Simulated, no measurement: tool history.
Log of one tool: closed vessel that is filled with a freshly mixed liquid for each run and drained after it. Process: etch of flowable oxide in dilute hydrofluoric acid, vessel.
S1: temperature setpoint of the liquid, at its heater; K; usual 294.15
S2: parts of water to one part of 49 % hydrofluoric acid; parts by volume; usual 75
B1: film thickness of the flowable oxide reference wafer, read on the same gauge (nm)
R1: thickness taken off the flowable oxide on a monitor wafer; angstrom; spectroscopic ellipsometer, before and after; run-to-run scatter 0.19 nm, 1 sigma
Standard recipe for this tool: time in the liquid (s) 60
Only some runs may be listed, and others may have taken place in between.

{"run": 1, "hour": 0.0, "S1": 291.65, "S2": 55, "time in the liquid (s)": 60, "B1": 150, "R1": 467.6}
{"run": 2, "hour": 16.3, "S1": 291.65, "S2": 55, "time in the liquid (s)": 60, "B1": 150, "R1": 477.3}
{"run": 3, "hour": 27.8, "S1": 291.65, "S2": 55, "time in the liquid (s)": 60, "B1": 150, "R1": 479.6}
{"run": 4, "hour": 37.2, "S1": 292.15, "S2": 90, "time in the liquid (s)": 60, "B1": 150.02, "R1": 286.7}
{"run": 5, "hour": 53.0, "S1": 294.15, "S2": 90, "time in the liquid (s)": 60, "B1": 149.99, "R1": 310.1}
{"run": 6, "hour": 61.9, "S1": 294.15, "S2": 90, "time in the liquid (s)": 60, "B1": 149.97, "R1": 313.2}
{"run": 7, "hour": 77.9, "S1": 294.15, "S2": 90, "time in the liquid (s)": 60, "B1": 150.02, "R1": 311.7}
{"run": 8, "hour": 85.2, "S1": 294.15, "S2": 75, "time in the liquid (s)": 60, "B1": 150.02, "R1": 376.1}
{"run": 9, "hour": 94.3, "S1": 294.15, "S2": 75, "time in the liquid (s)": 60, "B1": 150, "R1": 380.5}
{"run": 10, "hour": 105.3, "S1": 294.15, "S2": 50, "time in the liquid (s)": 60, "B1": 150, "R1": 586.2}
{"run": 11, "hour": 134.2, "S1": 294.15, "S2": 50, "time in the liquid (s)": 60, "B1": 150.03, "R1": 584}
{"run": 12, "hour": 148.5, "S1": 294.15, "S2": 75, "time in the liquid (s)": 60, "B1": 149.99, "R1": 381.3}
{"run": 13, "hour": 159.1, "S1": 294.15, "S2": 75, "time in the liquid (s)": 60, "B1": 150, "R1": 381.2}
{"hour": 176.4, "done": "thermometer replaced"}
{"run": 14, "hour": 176.9, "S1": 294.15, "S2": 75, "time in the liquid (s)": 60, "B1": 149.99, "R1": 382.3}
{"run": 15, "hour": 191.6, "S1": 294.15, "S2": 75, "time in the liquid (s)": 60, "B1": 149.96, "R1": 384.8}
{"hour": 198.8, "done": "gauge calibrated"}
{"run": 16, "hour": 243.0, "S1": 294.15, "S2": 75, "time in the liquid (s)": 60, "B1": 149.98, "R1": 384.6}
{"run": 17, "hour": 257.7, "S1": 294.15, "S2": 75, "time in the liquid (s)": 80, "B1": 150.01, "R1": 510.6}
{"run": 18, "hour": 268.4, "S1": 295.65, "S2": 50, "time in the liquid (s)": 60, "B1": 149.97, "R1": 634.2}
{"run": 19, "hour": 284.1, "S1": 298.65, "S2": 110, "time in the liquid (s)": 75, "B1": 150.04, "R1": 377.7}
{"run": 20, "hour": 301.0, "S1": 292.15, "S2": 75, "time in the liquid (s)": 90, "B1": 150.02, "R1": 529.9}
{"run": 21, "hour": 312.4, "S1": 290.15, "S2": 115, "time in the liquid (s)": 70, "B1": 149.99, "R1": 240.8}
{"run": 22, "hour": 320.1, "S1": 294.15, "S2": 90, "time in the liquid (s)": 90, "B1": 150.02, "R1": 473.6}
{"run": 23, "hour": 334.2, "S1": 294.15, "S2": 50, "time in the liquid (s)": 60, "B1": 149.99, "R1": 592.1}
{"hour": 345.4, "done": "hydrofluoric acid flow meter replaced"}
{"run": 24, "hour": 349.6, "S1": 297.65, "S2": 75, "time in the liquid (s)": 35, "B1": 150.03, "R1": 224.3}
{"run": 25, "hour": 358.8, "S1": 294.15, "S2": 90, "time in the liquid (s)": 30, "B1": 150.02, "R1": 137.4}
{"run": 26, "hour": 375.5, "S1": 294.15, "S2": 75, "time in the liquid (s)": 90, "B1": 150.02, "R1": 502.8}
{"run": 27, "hour": 385.3, "S1": 299.15, "S2": 105, "time in the liquid (s)": 75, "B1": 150.02, "R1": 352.1}
{"run": 28, "hour": 399.1, "S1": 294.15, "S2": 75, "time in the liquid (s)": 60, "B1": 149.97, "R1": 336}
{"run": 29, "hour": 409.7, "S1": 290.15, "S2": 105, "time in the liquid (s)": 50, "B1": 150.02, "R1": 161.8}
{"run": 30, "hour": 425.9, "S1": 294.15, "S2": 90, "time in the liquid (s)": 30, "B1": 150.02, "R1": 137}
{"run": 31, "hour": 471.9, "S1": 294.15, "S2": 85, "time in the liquid (s)": 85, "B1": 150.01, "R1": 416.9}
{"run": 32, "hour": 486.9, "S1": 298.15, "S2": 75, "time in the liquid (s)": 95, "B1": 149.98, "R1": 621.7}
{"run": 33, "hour": 504.0, "S1": 294.15, "S2": 75, "time in the liquid (s)": 60, "B1": 150.03, "R1": 341}

For some of the steps in R1 from one run to the next: how much would appear even if the tool had no hidden state, given the settings, what came in and random variation, and how much remains for the hidden state plus any gauge scatter that the measured result and the result without hidden state don't share?
What the log doesn't record here: liquid colder than its thermometer reads (K); hydrofluoric acid flow above the setpoint (%); gauge reads high (%).
Run 20 -> 21: S1 292.15 -> 290.15, S2 75 -> 115, time in the liquid (s) 90 -> 70. R1 -289.1 angstrom: hidden state -37.1, all else -252.
Run 21 -> 22: S1 290.15 -> 294.15, S2 115 -> 90, time in the liquid (s) 70 -> 90. R1 +232.8 angstrom: hidden state +31.1, all else +201.7.
Run 23 -> 24: S1 294.15 -> 297.65, S2 50 -> 75, time in the liquid (s) 60 -> 35, hydrofluoric acid flow meter replaced. R1 -367.8 angstrom: hidden state -76.1, all else -291.7.
Run 25 -> 26: S2 90 -> 75, time in the liquid (s) 30 -> 90. R1 +365.4 angstrom: hidden state +3, all else +362.4.
